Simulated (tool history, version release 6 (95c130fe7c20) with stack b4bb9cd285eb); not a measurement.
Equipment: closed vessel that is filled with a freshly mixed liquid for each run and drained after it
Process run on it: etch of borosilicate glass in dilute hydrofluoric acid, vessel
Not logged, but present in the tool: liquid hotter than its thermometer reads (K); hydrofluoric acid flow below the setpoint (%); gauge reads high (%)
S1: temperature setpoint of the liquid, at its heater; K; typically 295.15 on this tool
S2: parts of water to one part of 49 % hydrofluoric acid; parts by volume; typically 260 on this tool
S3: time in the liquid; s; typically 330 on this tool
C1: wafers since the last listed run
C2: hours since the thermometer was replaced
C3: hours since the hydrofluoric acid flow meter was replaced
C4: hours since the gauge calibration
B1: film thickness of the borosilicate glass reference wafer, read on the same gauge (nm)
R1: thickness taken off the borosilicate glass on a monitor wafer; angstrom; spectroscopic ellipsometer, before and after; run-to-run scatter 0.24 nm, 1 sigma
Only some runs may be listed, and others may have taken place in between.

Run 1, hour 0.0: usual settings; C1 0; C2 1714.2; C3 1854.7; C4 372.5; B1 130.05. Result: R1 401.4 angstrom.
At hour 36.1: gauge calibrated.
Run 2, hour 59.6: usual settings but S3 260 s; C1 3297; C2 1773.8; C3 1914.3; C4 23.5; B1 130.01. Result: R1 311.3 angstrom.
Run 3, hour 87.9: usual settings but S3 260 s; C1 1565; C2 1802.1; C3 1942.6; C4 51.8; B1 130.01. Result: R1 320.3 angstrom.
Run 4, hour 146.5: usual settings but S3 260 s; C1 3242; C2 1860.7; C3 2001.2; C4 110.4; B1 129.97. Result: R1 315.5 angstrom.
Run 5, hour 189.6: usual settings but S1 296.15 K; C1 2384; C2 1903.8; C3 2044.3; C4 153.5; B1 129.94. Result: R1 416.5 angstrom.
Run 6, hour 230.6: usual settings but S1 296.15 K; C1 2268; C2 1944.8; C3 2085.3; C4 194.5; B1 129.94. Result: R1 418.2 angstrom.
Run 7, hour 288.0: usual settings but S1 296.15 K; C1 3176; C2 2002.2; C3 2142.7; C4 251.9; B1 130.00. Result: R1 420.0 angstrom.
At hour 322.4: thermometer replaced.
Run 8, hour 350.8: usual settings; C1 3419; C2 28.4; C3 2205.5; C4 314.7; B1 130.02. Result: R1 368.9 angstrom.
Run 9, hour 375.2: usual settings but S2 210 parts by volume, S3 390 s; C1 1350; C2 52.8; C3 2229.9; C4 339.1; B1 129.99. Result: R1 572.9 angstrom.
At hour 414.7: gauge calibrated.
Run 10, hour 431.2: usual settings; C1 3098; C2 108.8; C3 2285.9; C4 16.5; B1 130.00. Result: R1 376.6 angstrom.
Run 11, hour 464.0: usual settings; C1 1814; C2 141.6; C3 2318.7; C4 49.3; B1 129.98. Result: R1 372.3 angstrom.
Run 12, hour 501.3: usual settings but S1 300.15 K, S2 195 parts by volume; C1 2063; C2 178.9; C3 2356.0; C4 86.6; B1 129.99. Result: R1 648.4 angstrom.
At hour 539.8: hydrofluoric acid flow meter replaced.
Run 13, hour 550.8: usual settings but S1 291.15 K, S2 215 parts by volume, S3 195 s; C1 2683; C2 228.4; C3 11.0; C4 136.1; B1 130.02. Result: R1 241.3 angstrom.
Run 14, hour 600.5: usual settings but S2 315 parts by volume; C1 2750; C2 278.1; C3 60.7; C4 185.8; B1 129.99. Result: R1 295.9 angstrom.
Run 15, hour 639.0: usual settings but S1 297.15 K, S3 470 s; C1 2130; C2 316.6; C3 99.2; C4 224.3; B1 129.99. Result: R1 579.9 angstrom.
Run 16, hour 702.6: usual settings but S2 340 parts by volume, S3 430 s; C1 3519; C2 380.2; C3 162.8; C4 287.9; B1 130.03. Result: R1 347.0 angstrom.
Run 17, hour 750.3: usual settings but S2 170 parts by volume; C1 2639; C2 427.9; C3 210.5; C4 335.6; B1 130.02. Result: R1 631.7 angstrom.

Hidden state, per run?
hydrofluoric acid flow below the setpoint (%): 0 at every run
gauge reads high (%): 0 at every run
H1: liquid hotter than its thermometer reads (K)
run      H1
  1    1.99
  2    2.05
  3    2.08
  4    2.14
  5    2.19
  6    2.23
  7    2.29
  8  0.0419
  9  0.0668
 10   0.124
 11   0.157
 12   0.195
 13   0.246
 14   0.297
 15   0.336
 16   0.401
 17    0.45
